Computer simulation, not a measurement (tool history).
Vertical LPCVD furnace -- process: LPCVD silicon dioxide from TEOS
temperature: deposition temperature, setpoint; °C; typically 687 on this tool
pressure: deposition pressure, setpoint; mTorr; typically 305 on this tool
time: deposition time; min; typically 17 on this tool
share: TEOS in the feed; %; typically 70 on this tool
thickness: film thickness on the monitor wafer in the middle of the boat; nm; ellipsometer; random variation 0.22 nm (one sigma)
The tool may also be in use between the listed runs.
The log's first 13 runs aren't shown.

| run | hour | temperature | pressure | time | share | read-back reference wafer on the same gauge, thickness | thickness |
|---|---|---|---|---|---|---|---|
| 14 | 144.1 | 687 | 305 | 17 | 70 | 98.93 | 91.82 |
| 15 | 159.6 | 687 | 305 | 17 | 70 | 98.87 | 91.68 |
| 16 | 175.7 | 687 | 305 | 17 | 70 | 98.85 | 91.57 |
| 17 | 188 | 696 | 380 | 22 | 77 | 98.95 | 172.17 |
| 18 | 199.4 | 687 | 305 | 17 | 57 | 98.82 | 82.87 |
| 19 | 215.6 | 687 | 305 | 14.5 | 70 | 98.87 | 78.56 |
| 20 | 225.1 | 687 | 305 | 17 | 70 | 98.92 | 91.97 |
| 21 | 242.7 | 694 | 305 | 11.5 | 64 | 98.84 | 70.2 |
| 22 | 258.3 | 691 | 305 | 12 | 70 | 98.95 | 71.39 |
| 23 | 274.1 | 687 | 240 | 17 | 56 | 98.87 | 72.67 |
| 24 | 284.5 | 696 | 305 | 10.5 | 64 | 98.88 | 67.05 |
| 25 | 331 | 687 | 330 | 17 | 70 | 98.91 | 95.47 |
| 26 | 338.8 | 687 | 240 | 20.5 | 70 | 98.84 | 98.24 |
| 27 | 360.4 | 687 | 260 | 17 | 70 | 98.9 | 84.63 |
| 28 | 369.1 | 680 | 305 | 17 | 70 | 98.85 | 77.58 |
| 29 | 378.7 | 687 | 305 | 17 | 70 | 98.88 | 91.72 |
| 30 | 392.6 | 683 | 250 | 10.5 | 70 | 98.89 | 46.52 |
|  | 392.9 | gauge calibrated |
| 31 | 407.2 | 687 | 270 | 11 | 66 | 99.01 | 54.23 |

Each row is a separate what-if for the run after 31, all from the same tool condition, not one after another. Results?
| A | 411.4 | 687 | 305 | 17 | 59 | ? | ? |
| B | 411.4 | 684 | 305 | 22.5 | 61 | ? | ? |
| C | 411.4 | 687 | 305 | 17 | 63 | ? | ? |
| D | 411.4 | 687 | 280 | 15 | 84 | ? | ? |

| run | read-back reference wafer on the same gauge, thickness | thickness |
|---|---|---|
| A | 98.91 | 83.91 |
| B | 98.91 | 105.08 |
| C | 98.91 | 86.71 |
| D | 98.91 | 84.64 |
Without the tool's hidden state the same runs would have given:
| run | thickness |
|---|---|
| A | 83.91 |
| B | 105.08 |
| C | 86.71 |
| D | 84.64 |
